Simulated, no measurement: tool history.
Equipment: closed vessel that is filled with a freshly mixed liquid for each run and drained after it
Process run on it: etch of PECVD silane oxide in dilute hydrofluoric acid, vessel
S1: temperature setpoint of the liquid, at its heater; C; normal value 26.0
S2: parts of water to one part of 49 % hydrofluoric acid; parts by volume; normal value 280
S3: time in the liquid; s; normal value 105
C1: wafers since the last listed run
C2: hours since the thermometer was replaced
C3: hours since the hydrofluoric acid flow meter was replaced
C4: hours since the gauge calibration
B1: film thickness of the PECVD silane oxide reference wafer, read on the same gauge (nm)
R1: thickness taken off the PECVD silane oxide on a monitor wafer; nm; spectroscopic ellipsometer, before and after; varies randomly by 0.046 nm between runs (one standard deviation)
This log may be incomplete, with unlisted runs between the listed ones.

run    hour    S1   S2   S3     C1      C2      C3      C4      B1     R1
  1     0.0  29.0  280  105      0  2573.7  1175.0   642.8  129.99   9.82
  2    39.0  29.0  280  105   4389  2612.7  1214.0   681.8  129.99   9.79
  3    90.7  28.0  340  105   5818  2664.4  1265.7   733.5  129.99   7.27
  4   137.8  28.0  340  105   5301  2711.5  1312.8   780.6  129.99   7.29
  5   200.0  26.0  280  105   7000  2773.7  1375.0   842.8  129.99   8.86
      241.7  -- thermometer replaced
  6   242.2  26.0  280  105   4637     0.5  1417.2   885.0  129.99   8.85
  7   289.8  26.0  280  105   5357    48.1  1464.8   932.6  129.99   8.80
      330.2  -- hydrofluoric acid flow meter replaced
  8   332.5  26.0  280  125   4693    90.8     2.3   975.3  130.01  10.52
  9   396.2  26.0  280  105   7169   154.5    66.0  1039.0  130.01   8.89
 10   444.1  26.0  280  105   5391   202.4   113.9  1086.9  129.99   8.93
 11   511.4  29.5  280   80   7574   269.7   181.2  1154.2  129.99   7.63
 12   581.8  22.5  345   70   7923   340.1   251.6  1224.6  129.99   3.99
 13   651.4  23.5  225  125   7833   409.7   321.2  1294.2  130.00  12.71
 14   719.7  23.5  280  105   7687   478.0   389.5  1362.5  130.01   8.04
 15   898.7  26.0  395  105  20146   657.0   568.5  1541.5  130.00   5.60
 16   962.7  28.5  280  105   7203   721.0   632.5  1605.5  129.99   9.61
 17   991.7  26.0  280  105   3263   750.0   661.5  1634.5  130.02   8.83
 18  1019.7  23.5  365  140   3151   778.0   689.5  1662.5  129.97   7.72
     1043.9  -- gauge calibrated
 19  1081.7  23.5  375   70   6978   840.0   751.5    37.8  130.00   3.72
 20  1150.4  21.0  395  150   7732   908.7   820.2   106.5  130.00   6.77

Run 21, settings as shown, results not yet in. Your forecast:
 21  1200.0  26.0  280  105  5582  958.3  869.8  156.1   ?   ?

B1: 130.01
R1: 8.80 nm
Without the tool's hidden state the same run would have given R1 8.80 nm.
